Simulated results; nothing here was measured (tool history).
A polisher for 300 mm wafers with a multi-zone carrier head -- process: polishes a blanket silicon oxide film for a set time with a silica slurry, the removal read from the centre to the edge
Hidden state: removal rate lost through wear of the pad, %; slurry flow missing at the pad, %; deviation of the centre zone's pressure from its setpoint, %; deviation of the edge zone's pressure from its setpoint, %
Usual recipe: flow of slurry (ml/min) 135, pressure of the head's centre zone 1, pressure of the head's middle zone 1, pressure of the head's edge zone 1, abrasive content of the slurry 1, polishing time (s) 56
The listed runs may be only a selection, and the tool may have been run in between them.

run,hour,flow of slurry (ml/min),pressure of the head's centre zone,pressure of the head's middle zone,pressure of the head's edge zone,abrasive content of the slurry,polishing time (s),wafers since the last listed run,wafers polished on this pad,hours since the slurry nozzle was cleaned,hours since the centre zone pressure was calibrated,hours since the edge zone pressure was calibrated,hours since the carrier head's membrane was replaced,"incoming thickness of the incoming film, nm",film removed at the wafer's centre (angstrom),film removed at mid-radius (angstrom),film removed at the wafer's edge (angstrom)
1,0,135,1,1,1,1.1,56,0,2586,345.4,858.4,197.5,1296.3,1547.6,3052,3138,3097
# hour 32.7: worn pad replaced by a new one
2,33.2,135,1,1,1,1.1,56,385,6,378.6,891.6,230.7,1329.5,1529.4,3024,3091,3118
3,60.8,135,1,1,1,1,56,363,370,406.2,919.2,258.3,1357.1,1540.7,2904,2947,2979
4,125.1,135,1,1,1,1,56,847,1218,470.5,983.5,322.6,1421.4,1535.6,2812,2886,2928
5,189.9,135,1,1,1,1,56,854,2073,535.3,1048.3,387.4,1486.2,1537,2693,2824,2877
# hour 271.9: worn pad replaced by a new one
# hour 312.9: slurry nozzle cleaned
6,360.1,135,1,1,1,1,56,2178,1150,47.2,1218.5,557.6,1656.4,1545.8,2999,3102,3062
7,387.7,135,1,1,1,1,56,363,1514,74.8,1246.1,585.2,1684,1517.2,2975,3064,3047
8,421,135,1,0.97,1,1,56,439,1953,108.1,1279.4,618.5,1717.3,1498.3,3007,2988,3078
# hour 462.9: carrier head's membrane replaced by a new one
9,469.4,135,1,0.97,1,1,56,572,2525,156.5,1327.8,666.9,6.5,1546.2,2974,2950,3048
# hour 511.3: worn pad replaced by a new one
10,517.4,135,1,1,1,1,56,580,80,204.5,1375.8,714.9,54.5,1555.2,2969,3032,3039
# hour 527.7: centre zone pressure recalibrated
11,562.9,135,1,1,1,1,56,573,654,250,35.2,760.4,100,1547.2,2988,3025,2992
12,629.3,135,1,1.12,1,1.25,44,875,1530,316.4,101.6,826.8,166.4,1533.4,2516,2852,2609
# hour 667: edge zone pressure recalibrated
13,681.7,135,1,1,0.92,1,56,664,2194,368.8,154,14.7,218.8,1511.1,2890,2942,2882
14,729.4,135,1,1,1,1,56,629,2823,416.5,201.7,62.4,266.5,1537.8,2817,2909,2970
# hour 735.4: worn pad replaced by a new one
15,754,165,1,1.07,1,0.75,56,271,245,441.1,226.3,87,291.1,1500,2593,2805,2640
16,803,135,1,1,1,1,56,646,892,490.1,275.3,136,340.1,1522,2723,2861,2875
# hour 838.7: slurry nozzle cleaned
17,860.9,175,1,1,1,1,73,750,1642,22.2,333.2,193.9,398,1547,4211,4201,4097
18,924.5,180,1,0.88,1,1,73,838,2481,85.8,396.8,257.5,461.6,1536.4,4279,3768,4168
# hour 968: worn pad replaced by a new one
19,974.4,135,1,1,1,1,49,605,83,135.7,446.7,307.4,511.5,1554.4,2714,2635,2668
20,1010.6,120,1,0.95,1,1.2,42,477,561,171.9,482.9,343.6,547.7,1507.1,2342,2254,2442
21,1052.6,135,1.1,1,1,1.25,56,553,1115,213.9,524.9,385.6,589.7,1503.5,3575,3284,3371

Predict each of these 3 candidate next runs independently; none follows another, all start after run 21:
A,1053,135,0.89,1,1,1,56,5,1120,214.3,525.3,386,590.1,1527.5,?,?,?
B,1053,135,0.93,1,1,1,56,5,1120,214.3,525.3,386,590.1,1527.5,?,?,?
C,1053,115,1,0.96,1,1,56,5,1120,214.3,525.3,386,590.1,1527.5,?,?,?

run,film removed at the wafer's centre (angstrom),film removed at mid-radius (angstrom),film removed at the wafer's edge (angstrom)
A,2656,3062,3033
B,2776,3062,3033
C,2841,2831,2944
Had the tool no hidden state, the same runs would have come out as:
run,film removed at the wafer's centre (angstrom),film removed at mid-radius (angstrom),film removed at the wafer's edge (angstrom)
A,2699,3106,3064
B,2821,3106,3064
C,2896,2879,2979
